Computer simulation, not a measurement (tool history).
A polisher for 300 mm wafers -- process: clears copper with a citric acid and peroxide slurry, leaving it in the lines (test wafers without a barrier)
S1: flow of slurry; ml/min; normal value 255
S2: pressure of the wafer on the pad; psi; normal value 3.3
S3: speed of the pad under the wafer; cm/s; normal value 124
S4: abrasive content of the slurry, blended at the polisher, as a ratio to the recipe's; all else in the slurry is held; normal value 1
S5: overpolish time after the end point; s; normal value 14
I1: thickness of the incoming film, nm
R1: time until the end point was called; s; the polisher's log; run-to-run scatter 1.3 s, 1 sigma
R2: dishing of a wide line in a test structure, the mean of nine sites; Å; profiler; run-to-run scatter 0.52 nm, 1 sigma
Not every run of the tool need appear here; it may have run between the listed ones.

{"run": 1, "hour": 0.0, "S1": 255, "S2": 3.3, "S3": 124, "S4": 1, "S5": 14, "I1": 356.2, "R1": 98.4, "R2": 298}
{"run": 2, "hour": 26.9, "S1": 285, "S2": 3.3, "S3": 124, "S4": 1, "S5": 19, "I1": 362.1, "R1": 97.1, "R2": 373}
{"hour": 80.3, "done": "head pressure recalibrated"}
{"hour": 83.9, "done": "slurry nozzle cleaned"}
{"run": 3, "hour": 84.4, "S1": 285, "S2": 3.3, "S3": 124, "S4": 1, "S5": 19, "I1": 356.1, "R1": 94.1, "R2": 362}
{"run": 4, "hour": 110.6, "S1": 255, "S2": 3.3, "S3": 124, "S4": 1, "S5": 14, "I1": 362.5, "R1": 100, "R2": 291}
{"run": 5, "hour": 137.3, "S1": 255, "S2": 3.3, "S3": 124, "S4": 1, "S5": 14, "I1": 353.1, "R1": 98.9, "R2": 283}
{"run": 6, "hour": 185.1, "S1": 255, "S2": 3.3, "S3": 124, "S4": 1, "S5": 14, "I1": 360, "R1": 101.4, "R2": 295}
{"run": 7, "hour": 234.0, "S1": 255, "S2": 3.3, "S3": 124, "S4": 1, "S5": 14, "I1": 359.5, "R1": 102.5, "R2": 286}
{"hour": 366.3, "done": "slurry blender recalibrated"}
{"run": 8, "hour": 379.4, "S1": 255, "S2": 3.3, "S3": 124, "S4": 1, "S5": 14, "I1": 354.4, "R1": 110.1, "R2": 273}
{"hour": 411.2, "done": "worn pad replaced by a new one"}
{"hour": 430.4, "done": "slurry nozzle cleaned"}
{"run": 9, "hour": 447.5, "S1": 255, "S2": 3.3, "S3": 124, "S4": 1, "S5": 14, "I1": 363, "R1": 96, "R2": 301}
{"run": 10, "hour": 492.3, "S1": 255, "S2": 3.3, "S3": 124, "S4": 1, "S5": 14, "I1": 362.7, "R1": 99.2, "R2": 301}
{"run": 11, "hour": 528.5, "S1": 255, "S2": 3.3, "S3": 124, "S4": 1, "S5": 14, "I1": 367.6, "R1": 99.2, "R2": 296}
{"hour": 549.6, "done": "head pressure recalibrated"}
{"run": 12, "hour": 575.2, "S1": 255, "S2": 3.3, "S3": 124, "S4": 1, "S5": 14, "I1": 363.5, "R1": 103.5, "R2": 281}
{"run": 13, "hour": 619.6, "S1": 255, "S2": 3.3, "S3": 124, "S4": 1, "S5": 14, "I1": 364.1, "R1": 106.9, "R2": 282}
{"run": 14, "hour": 653.2, "S1": 255, "S2": 3.3, "S3": 124, "S4": 1, "S5": 14, "I1": 360.9, "R1": 102.6, "R2": 278}
{"run": 15, "hour": 694.7, "S1": 175, "S2": 4.3, "S3": 160, "S4": 1, "S5": 14, "I1": 357.3, "R1": 73.4, "R2": 368}
{"hour": 741.3, "done": "slurry blender recalibrated"}
{"hour": 749.4, "done": "worn pad replaced by a new one"}
{"run": 16, "hour": 749.9, "S1": 255, "S2": 3.3, "S3": 124, "S4": 1, "S5": 14, "I1": 354.9, "R1": 94.9, "R2": 303}
{"hour": 774.4, "done": "slurry nozzle cleaned"}
{"run": 17, "hour": 839.0, "S1": 185, "S2": 3.3, "S3": 124, "S4": 1, "S5": 14, "I1": 354.5, "R1": 102, "R2": 285}
{"run": 18, "hour": 1044.8, "S1": 200, "S2": 4.1, "S3": 124, "S4": 1, "S5": 14, "I1": 366.8, "R1": 94.1, "R2": 315}
{"run": 19, "hour": 1104.7, "S1": 200, "S2": 3.3, "S3": 124, "S4": 0.85, "S5": 18, "I1": 357.9, "R1": 117, "R2": 309}
{"hour": 1113.9, "done": "head pressure recalibrated"}
{"hour": 1128.5, "done": "worn pad replaced by a new one"}
{"run": 20, "hour": 1149.2, "S1": 255, "S2": 3.3, "S3": 124, "S4": 1, "S5": 14, "I1": 363.6, "R1": 95.7, "R2": 299}
{"hour": 1150.7, "done": "slurry nozzle cleaned"}
{"hour": 1174.4, "done": "slurry blender recalibrated"}
{"run": 21, "hour": 1218.1, "S1": 255, "S2": 4.1, "S3": 124, "S4": 1, "S5": 14, "I1": 359.5, "R1": 85, "R2": 337}
{"run": 22, "hour": 1281.2, "S1": 255, "S2": 3.3, "S3": 124, "S4": 1, "S5": 14, "I1": 361, "R1": 98.1, "R2": 289}
{"run": 23, "hour": 1340.6, "S1": 255, "S2": 3.3, "S3": 124, "S4": 1, "S5": 14, "I1": 357.3, "R1": 104, "R2": 297}
{"run": 24, "hour": 1393.4, "S1": 255, "S2": 3.3, "S3": 124, "S4": 1, "S5": 14, "I1": 364.5, "R1": 105.7, "R2": 291}
{"run": 25, "hour": 1432.7, "S1": 170, "S2": 3.3, "S3": 124, "S4": 0.75, "S5": 21, "I1": 361.1, "R1": 124.1, "R2": 340}
{"run": 26, "hour": 1463.6, "S1": 255, "S2": 3.3, "S3": 124, "S4": 1, "S5": 7, "I1": 361, "R1": 107.3, "R2": 147}
{"run": 27, "hour": 1530.9, "S1": 215, "S2": 3, "S3": 124, "S4": 1, "S5": 14, "I1": 360.4, "R1": 119.4, "R2": 250}
{"hour": 1552.7, "done": "slurry blender recalibrated"}
{"hour": 1555.2, "done": "slurry nozzle cleaned"}
{"hour": 1558.5, "done": "worn pad replaced by a new one"}
{"hour": 1578.0, "done": "head pressure recalibrated"}
{"run": 28, "hour": 1578.5, "S1": 325, "S2": 4.2, "S3": 124, "S4": 1, "S5": 21, "I1": 354, "R1": 73.8, "R2": 469}
{"run": 29, "hour": 1624.5, "S1": 255, "S2": 2.3, "S3": 124, "S4": 1, "S5": 8, "I1": 362.3, "R1": 130.1, "R2": 142}

Consider 3 possible next runs. They are alternatives, not a sequence: every one starts from the tool as it was left by run 29. What does each give?
{"run": "A", "hour": 1625.0, "S1": 255, "S2": 3.3, "S3": 124, "S4": 1, "S5": 14, "I1": 361.3, "R1": "?", "R2": "?"}
{"run": "B", "hour": 1625.0, "S1": 185, "S2": 4.4, "S3": 124, "S4": 1, "S5": 14, "I1": 361.3, "R1": "?", "R2": "?"}
{"run": "C", "hour": 1625.0, "S1": 330, "S2": 2.9, "S3": 84, "S4": 0.9, "S5": 14, "I1": 361.3, "R1": "?", "R2": "?"}

run=A R1=98.6 R2=298
run=B R1=81.2 R2=351
run=C R1=142.7 R2=219
Take away the tool's hidden state, keep each run's random variation, and the runs would have read:
run=A R1=96.3 R2=304
run=B R1=79.3 R2=357
run=C R1=139.4 R2=223
